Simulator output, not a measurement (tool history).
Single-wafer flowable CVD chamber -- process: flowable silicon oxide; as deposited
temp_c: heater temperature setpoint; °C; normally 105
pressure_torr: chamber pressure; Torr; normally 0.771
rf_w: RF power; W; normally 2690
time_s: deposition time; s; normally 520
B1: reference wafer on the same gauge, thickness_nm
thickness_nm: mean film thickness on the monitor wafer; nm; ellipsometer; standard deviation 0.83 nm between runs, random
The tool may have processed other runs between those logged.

run 1 day=0.000 | temp_c=99 pressure_torr=0.771 rf_w=2690 time_s=520 | B1=252.463 | thickness_nm=340.282
run 2 day=2.358 | temp_c=105 pressure_torr=0.771 rf_w=3080 time_s=520 | B1=252.800 | thickness_nm=288.944
-- day=3.458 showerhead replaced
run 3 day=3.729 | temp_c=105 pressure_torr=0.771 rf_w=2690 time_s=520 | B1=252.873 | thickness_nm=284.182
run 4 day=5.758 | temp_c=105 pressure_torr=0.771 rf_w=2690 time_s=581 | B1=253.073 | thickness_nm=316.359
-- day=11.700 capacitance manometer re-zeroed and calibrated
run 5 day=11.721 | temp_c=105 pressure_torr=0.771 rf_w=2690 time_s=581 | B1=253.255 | thickness_nm=318.484
run 6 day=13.921 | temp_c=120 pressure_torr=0.771 rf_w=2340 time_s=520 | B1=253.383 | thickness_nm=185.450
run 7 day=15.192 | temp_c=105 pressure_torr=0.771 rf_w=2690 time_s=520 | B1=253.593 | thickness_nm=284.704
-- day=16.612 gauge calibrated
run 8 day=16.979 | temp_c=96 pressure_torr=0.771 rf_w=3080 time_s=520 | B1=249.769 | thickness_nm=370.220
run 9 day=19.804 | temp_c=119 pressure_torr=0.608 rf_w=3070 time_s=569 | B1=249.942 | thickness_nm=168.857
run 10 day=22.550 | temp_c=116 pressure_torr=0.771 rf_w=2855 time_s=621 | B1=250.028 | thickness_nm=247.533
run 11 day=23.967 | temp_c=105 pressure_torr=0.707 rf_w=2690 time_s=476 | B1=250.252 | thickness_nm=237.475
run 12 day=25.471 | temp_c=113 pressure_torr=0.829 rf_w=3195 time_s=554 | B1=250.347 | thickness_nm=258.848
run 13 day=26.921 | temp_c=110 pressure_torr=0.771 rf_w=2690 time_s=565 | B1=250.320 | thickness_nm=264.202
run 14 day=28.504 | temp_c=105 pressure_torr=0.771 rf_w=2690 time_s=520 | B1=250.417 | thickness_nm=282.119
run 15 day=29.800 | temp_c=101 pressure_torr=0.771 rf_w=2690 time_s=485 | B1=250.458 | thickness_nm=296.011
run 16 day=31.354 | temp_c=105 pressure_torr=0.771 rf_w=2690 time_s=520 | B1=250.638 | thickness_nm=281.807
-- day=32.421 RF generator calibrated
run 17 day=33.675 | temp_c=105 pressure_torr=0.876 rf_w=2690 time_s=520 | B1=250.603 | thickness_nm=317.716
run 18 day=35.933 | temp_c=116 pressure_torr=0.849 rf_w=2690 time_s=520 | B1=250.700 | thickness_nm=227.205
run 19 day=38.579 | temp_c=105 pressure_torr=0.771 rf_w=2690 time_s=520 | B1=250.897 | thickness_nm=282.604
run 20 day=41.429 | temp_c=105 pressure_torr=0.771 rf_w=2690 time_s=589 | B1=251.201 | thickness_nm=321.183
run 21 day=42.862 | temp_c=105 pressure_torr=0.771 rf_w=2690 time_s=617 | B1=251.198 | thickness_nm=335.888
run 22 day=45.433 | temp_c=93 pressure_torr=0.771 rf_w=2850 time_s=446 | B1=251.308 | thickness_nm=348.253
run 23 day=48.017 | temp_c=105 pressure_torr=0.771 rf_w=2175 time_s=520 | B1=251.483 | thickness_nm=277.331
run 24 day=49.525 | temp_c=105 pressure_torr=0.771 rf_w=2690 time_s=589 | B1=251.637 | thickness_nm=322.300
run 25 day=50.858 | temp_c=105 pressure_torr=0.596 rf_w=2880 time_s=520 | B1=251.837 | thickness_nm=224.888
run 26 day=53.729 | temp_c=93 pressure_torr=0.771 rf_w=3210 time_s=520 | B1=251.903 | thickness_nm=408.872
run 27 day=55.604 | temp_c=99 pressure_torr=0.616 rf_w=3225 time_s=520 | B1=251.948 | thickness_nm=279.500
run 28 day=57.300 | temp_c=90 pressure_torr=0.771 rf_w=2690 time_s=520 | B1=251.925 | thickness_nm=438.589

Each row is a separate what-if for the run after 28, all from the same tool condition, not one after another. Results?
run A day=57.321 | temp_c=105 pressure_torr=0.771 rf_w=2690 time_s=520 | B1=? | thickness_nm=?
run B day=57.321 | temp_c=93 pressure_torr=0.771 rf_w=2920 time_s=520 | B1=? | thickness_nm=?
run C day=57.321 | temp_c=105 pressure_torr=0.830 rf_w=2920 time_s=520 | B1=? | thickness_nm=?
run D day=57.321 | temp_c=94 pressure_torr=0.881 rf_w=2555 time_s=520 | B1=? | thickness_nm=?

run=A B1=251.962 thickness_nm=284.092
run=B B1=251.962 thickness_nm=406.124
run=C B1=251.962 thickness_nm=306.432
run=D B1=251.962 thickness_nm=442.212
The same runs, with their run-to-run variation unchanged, on a tool lacking any hidden condition would have given:
run=A thickness_nm=281.836
run=B thickness_nm=402.899
run=C thickness_nm=303.999
run=D thickness_nm=438.701
